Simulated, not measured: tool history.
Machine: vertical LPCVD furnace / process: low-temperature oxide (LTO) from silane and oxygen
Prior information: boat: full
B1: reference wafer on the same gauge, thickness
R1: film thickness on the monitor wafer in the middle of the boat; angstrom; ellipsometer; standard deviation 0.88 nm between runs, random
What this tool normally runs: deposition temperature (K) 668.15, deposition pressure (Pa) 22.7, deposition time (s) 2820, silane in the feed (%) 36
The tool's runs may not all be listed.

run 1 hour=0 | deposition_temperature_(K)=668.15 deposition_pressure_(Pa)=22.7 deposition_time_(s)=2820 silane_in_the_feed_(%)=36 | B1=257.87 | R1=2736.4
run 2 hour=33 | deposition_temperature_(K)=668.15 deposition_pressure_(Pa)=22.7 deposition_time_(s)=2820 silane_in_the_feed_(%)=36 | B1=257.77 | R1=2723.9
run 3 hour=91.5 | deposition_temperature_(K)=668.15 deposition_pressure_(Pa)=22.7 deposition_time_(s)=2220 silane_in_the_feed_(%)=36 | B1=257.9 | R1=2151.9
run 4 hour=118.2 | deposition_temperature_(K)=668.15 deposition_pressure_(Pa)=22.7 deposition_time_(s)=2220 silane_in_the_feed_(%)=36 | B1=257.83 | R1=2138.4
run 5 hour=172.6 | deposition_temperature_(K)=668.15 deposition_pressure_(Pa)=22.7 deposition_time_(s)=2220 silane_in_the_feed_(%)=36 | B1=257.82 | R1=2147.9
run 6 hour=211.1 | deposition_temperature_(K)=668.15 deposition_pressure_(Pa)=26 deposition_time_(s)=2820 silane_in_the_feed_(%)=36 | B1=258.03 | R1=3123.5
run 7 hour=268.5 | deposition_temperature_(K)=668.15 deposition_pressure_(Pa)=26 deposition_time_(s)=2820 silane_in_the_feed_(%)=36 | B1=258.13 | R1=3147
run 8 hour=332.7 | deposition_temperature_(K)=668.15 deposition_pressure_(Pa)=26 deposition_time_(s)=2820 silane_in_the_feed_(%)=36 | B1=257.88 | R1=3139.1
run 9 hour=368.6 | deposition_temperature_(K)=668.15 deposition_pressure_(Pa)=19.3 deposition_time_(s)=2820 silane_in_the_feed_(%)=36 | B1=258.04 | R1=2280
run 10 hour=409.1 | deposition_temperature_(K)=668.15 deposition_pressure_(Pa)=19.3 deposition_time_(s)=2820 silane_in_the_feed_(%)=36 | B1=257.93 | R1=2273.1
run 11 hour=455.6 | deposition_temperature_(K)=668.15 deposition_pressure_(Pa)=19.3 deposition_time_(s)=2820 silane_in_the_feed_(%)=36 | B1=258.03 | R1=2274.7
-- hour=538.5 thermocouples replaced and temperature profile calibrated
-- hour=555.1 silane flow controller replaced
run 12 hour=555.6 | deposition_temperature_(K)=668.15 deposition_pressure_(Pa)=22.7 deposition_time_(s)=3150 silane_in_the_feed_(%)=36 | B1=258.11 | R1=3009.7
run 13 hour=560 | deposition_temperature_(K)=668.15 deposition_pressure_(Pa)=22.7 deposition_time_(s)=3150 silane_in_the_feed_(%)=36 | B1=258.03 | R1=3012
run 14 hour=595.2 | deposition_temperature_(K)=668.15 deposition_pressure_(Pa)=22.7 deposition_time_(s)=2820 silane_in_the_feed_(%)=41 | B1=258.06 | R1=3177.2
run 15 hour=645 | deposition_temperature_(K)=668.15 deposition_pressure_(Pa)=22.7 deposition_time_(s)=2820 silane_in_the_feed_(%)=43 | B1=258.21 | R1=3338.8
run 16 hour=680 | deposition_temperature_(K)=668.15 deposition_pressure_(Pa)=22.7 deposition_time_(s)=2820 silane_in_the_feed_(%)=30 | B1=257.77 | R1=2081.2
run 17 hour=738.8 | deposition_temperature_(K)=673.15 deposition_pressure_(Pa)=19.3 deposition_time_(s)=2820 silane_in_the_feed_(%)=36 | B1=257.97 | R1=2401.1
run 18 hour=785.4 | deposition_temperature_(K)=662.15 deposition_pressure_(Pa)=22.7 deposition_time_(s)=2820 silane_in_the_feed_(%)=36 | B1=258.11 | R1=2499.7
run 19 hour=845.1 | deposition_temperature_(K)=664.15 deposition_pressure_(Pa)=26.7 deposition_time_(s)=2280 silane_in_the_feed_(%)=42 | B1=258.12 | R1=2986

What does the tool deliver on the next run?
run 20 hour=870.7 | deposition_temperature_(K)=657.15 deposition_pressure_(Pa)=26 deposition_time_(s)=2820 silane_in_the_feed_(%)=39 | B1=? | R1=?

{"run 20": {"B1": 257.95, "R1": 3025.5}}
On a tool with no hidden condition, and with the same random variation, this run would have come out at R1 3216 angstrom.
